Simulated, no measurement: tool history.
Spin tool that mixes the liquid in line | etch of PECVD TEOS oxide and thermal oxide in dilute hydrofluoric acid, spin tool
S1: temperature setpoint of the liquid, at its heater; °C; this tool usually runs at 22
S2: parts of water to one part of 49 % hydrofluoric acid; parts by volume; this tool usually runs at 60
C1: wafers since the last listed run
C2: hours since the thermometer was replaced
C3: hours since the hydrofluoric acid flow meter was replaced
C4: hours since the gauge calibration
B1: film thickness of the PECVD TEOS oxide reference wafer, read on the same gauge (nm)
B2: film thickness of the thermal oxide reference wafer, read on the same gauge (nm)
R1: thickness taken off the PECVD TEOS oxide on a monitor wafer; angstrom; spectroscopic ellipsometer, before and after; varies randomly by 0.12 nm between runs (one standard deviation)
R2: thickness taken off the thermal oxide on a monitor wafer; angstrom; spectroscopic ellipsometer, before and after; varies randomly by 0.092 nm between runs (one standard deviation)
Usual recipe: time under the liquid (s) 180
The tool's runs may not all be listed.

{"run": 1, "hour": 0.0, "S1": 22, "S2": 60, "time under the liquid (s)": 180, "C1": 0, "C2": 916.9, "C3": 36.6, "C4": 163.2, "B1": 59.99, "B2": 140.01, "R1": 380, "R2": 122.4}
{"run": 2, "hour": 53.7, "S1": 22, "S2": 40, "time under the liquid (s)": 180, "C1": 478, "C2": 970.6, "C3": 90.3, "C4": 216.9, "B1": 60, "B2": 140.01, "R1": 581.8, "R2": 188.5}
{"run": 3, "hour": 90.9, "S1": 22, "S2": 60, "time under the liquid (s)": 180, "C1": 331, "C2": 1007.8, "C3": 127.5, "C4": 254.1, "B1": 60.02, "B2": 140.01, "R1": 377.7, "R2": 122.8}
{"run": 4, "hour": 157.4, "S1": 22, "S2": 60, "time under the liquid (s)": 180, "C1": 592, "C2": 1074.3, "C3": 194, "C4": 320.6, "B1": 60, "B2": 139.99, "R1": 377.2, "R2": 123.4}
{"run": 5, "hour": 205.5, "S1": 25.5, "S2": 75, "time under the liquid (s)": 180, "C1": 428, "C2": 1122.4, "C3": 242.1, "C4": 368.7, "B1": 59.98, "B2": 140, "R1": 342.2, "R2": 109.7}
{"run": 6, "hour": 260.2, "S1": 24.5, "S2": 60, "time under the liquid (s)": 180, "C1": 487, "C2": 1177.1, "C3": 296.8, "C4": 423.4, "B1": 59.97, "B2": 140.01, "R1": 420.3, "R2": 135.5}
{"run": 7, "hour": 300.0, "S1": 26, "S2": 70, "time under the liquid (s)": 180, "C1": 354, "C2": 1216.9, "C3": 336.6, "C4": 463.2, "B1": 59.99, "B2": 140, "R1": 375.5, "R2": 122.1}
{"run": 8, "hour": 366.9, "S1": 18, "S2": 85, "time under the liquid (s)": 210, "C1": 596, "C2": 1283.8, "C3": 403.5, "C4": 530.1, "B1": 59.99, "B2": 139.99, "R1": 256, "R2": 83.2}
{"hour": 411.1, "done": "thermometer replaced"}
{"run": 9, "hour": 428.3, "S1": 22, "S2": 60, "time under the liquid (s)": 265, "C1": 538, "C2": 17.2, "C3": 464.9, "C4": 591.5, "B1": 60.01, "B2": 140, "R1": 552.6, "R2": 180.9}
{"run": 10, "hour": 482.9, "S1": 19, "S2": 45, "time under the liquid (s)": 280, "C1": 486, "C2": 71.8, "C3": 519.5, "C4": 646.1, "B1": 60, "B2": 140, "R1": 703.1, "R2": 227.6}
{"run": 11, "hour": 524.7, "S1": 25.5, "S2": 80, "time under the liquid (s)": 210, "C1": 372, "C2": 113.6, "C3": 561.3, "C4": 687.9, "B1": 59.97, "B2": 139.97, "R1": 367.8, "R2": 119.8}
{"run": 12, "hour": 577.3, "S1": 22, "S2": 35, "time under the liquid (s)": 145, "C1": 468, "C2": 166.2, "C3": 613.9, "C4": 740.5, "B1": 59.97, "B2": 140.02, "R1": 530.5, "R2": 172.4}
{"run": 13, "hour": 621.8, "S1": 25.5, "S2": 60, "time under the liquid (s)": 95, "C1": 396, "C2": 210.7, "C3": 658.4, "C4": 785, "B1": 60.04, "B2": 140.02, "R1": 227, "R2": 74}
{"run": 14, "hour": 672.1, "S1": 18.5, "S2": 60, "time under the liquid (s)": 180, "C1": 448, "C2": 261, "C3": 708.7, "C4": 835.3, "B1": 59.98, "B2": 140, "R1": 321.8, "R2": 104.7}
{"run": 15, "hour": 730.5, "S1": 26.5, "S2": 60, "time under the liquid (s)": 100, "C1": 520, "C2": 319.4, "C3": 767.1, "C4": 893.7, "B1": 59.99, "B2": 140, "R1": 249, "R2": 81.2}
{"run": 16, "hour": 770.5, "S1": 22, "S2": 60, "time under the liquid (s)": 180, "C1": 356, "C2": 359.4, "C3": 807.1, "C4": 933.7, "B1": 59.98, "B2": 139.97, "R1": 372.7, "R2": 119.9}
{"run": 17, "hour": 828.8, "S1": 20, "S2": 60, "time under the liquid (s)": 180, "C1": 519, "C2": 417.7, "C3": 865.4, "C4": 992, "B1": 60, "B2": 140, "R1": 343.7, "R2": 111.2}
{"run": 18, "hour": 868.4, "S1": 25, "S2": 80, "time under the liquid (s)": 270, "C1": 353, "C2": 457.3, "C3": 905, "C4": 1031.6, "B1": 59.99, "B2": 140, "R1": 459.6, "R2": 149.6}
{"run": 19, "hour": 903.5, "S1": 22, "S2": 80, "time under the liquid (s)": 230, "C1": 312, "C2": 492.4, "C3": 940.1, "C4": 1066.7, "B1": 59.97, "B2": 140, "R1": 346.4, "R2": 112.1}
{"run": 20, "hour": 964.1, "S1": 22, "S2": 60, "time under the liquid (s)": 180, "C1": 540, "C2": 553, "C3": 1000.7, "C4": 1127.3, "B1": 60.01, "B2": 140.02, "R1": 370.9, "R2": 120.6}
{"run": 21, "hour": 1001.3, "S1": 22, "S2": 45, "time under the liquid (s)": 180, "C1": 331, "C2": 590.2, "C3": 1037.9, "C4": 1164.5, "B1": 60.01, "B2": 140.01, "R1": 502.3, "R2": 162.7}
{"run": 22, "hour": 1034.9, "S1": 20.5, "S2": 60, "time under the liquid (s)": 75, "C1": 299, "C2": 623.8, "C3": 1071.5, "C4": 1198.1, "B1": 60, "B2": 139.99, "R1": 145.7, "R2": 46.6}
{"run": 23, "hour": 1067.7, "S1": 18.5, "S2": 85, "time under the liquid (s)": 180, "C1": 292, "C2": 656.6, "C3": 1104.3, "C4": 1230.9, "B1": 60.01, "B2": 140, "R1": 218, "R2": 70.3}
{"run": 24, "hour": 1108.2, "S1": 26, "S2": 85, "time under the liquid (s)": 150, "C1": 361, "C2": 697.1, "C3": 1144.8, "C4": 1271.4, "B1": 59.99, "B2": 140, "R1": 246.8, "R2": 80.8}
{"run": 25, "hour": 1138.6, "S1": 22, "S2": 60, "time under the liquid (s)": 220, "C1": 271, "C2": 727.5, "C3": 1175.2, "C4": 1301.8, "B1": 60.02, "B2": 139.97, "R1": 452.2, "R2": 146.9}

Consider 5 possible next runs. They are alternatives, not a sequence: every one starts from the tool as it was left by run 25. What does each give?
{"run": "A", "hour": 1139.1, "S1": 22, "S2": 60, "time under the liquid (s)": 105, "C1": 4, "C2": 728, "C3": 1175.7, "C4": 1302.3, "B1": "?", "B2": "?", "R1": "?", "R2": "?"}
{"run": "B", "hour": 1139.1, "S1": 22, "S2": 60, "time under the liquid (s)": 90, "C1": 4, "C2": 728, "C3": 1175.7, "C4": 1302.3, "B1": "?", "B2": "?", "R1": "?", "R2": "?"}
{"run": "C", "hour": 1139.1, "S1": 25.5, "S2": 50, "time under the liquid (s)": 80, "C1": 4, "C2": 728, "C3": 1175.7, "C4": 1302.3, "B1": "?", "B2": "?", "R1": "?", "R2": "?"}
{"run": "D", "hour": 1139.1, "S1": 20, "S2": 85, "time under the liquid (s)": 280, "C1": 4, "C2": 728, "C3": 1175.7, "C4": 1302.3, "B1": "?", "B2": "?", "R1": "?", "R2": "?"}
{"run": "E", "hour": 1139.1, "S1": 18, "S2": 35, "time under the liquid (s)": 140, "C1": 4, "C2": 728, "C3": 1175.7, "C4": 1302.3, "B1": "?", "B2": "?", "R1": "?", "R2": "?"}

run=A B1=59.99 B2=139.98 R1=215.7 R2=70.5
run=B B1=59.99 B2=139.98 R1=184.9 R2=60.4
run=C B1=59.99 B2=139.98 R1=230.7 R2=75.4
run=D B1=59.99 B2=139.98 R1=362.5 R2=118.5
run=E B1=59.99 B2=139.98 R1=428.9 R2=140.2
Without the tool's unlogged condition, the same runs would have read:
run=A R1=221.6 R2=72.5
run=B R1=190 R2=62.1
run=C R1=237.1 R2=77.5
run=D R1=372.7 R2=121.8
run=E R1=440.4 R2=144

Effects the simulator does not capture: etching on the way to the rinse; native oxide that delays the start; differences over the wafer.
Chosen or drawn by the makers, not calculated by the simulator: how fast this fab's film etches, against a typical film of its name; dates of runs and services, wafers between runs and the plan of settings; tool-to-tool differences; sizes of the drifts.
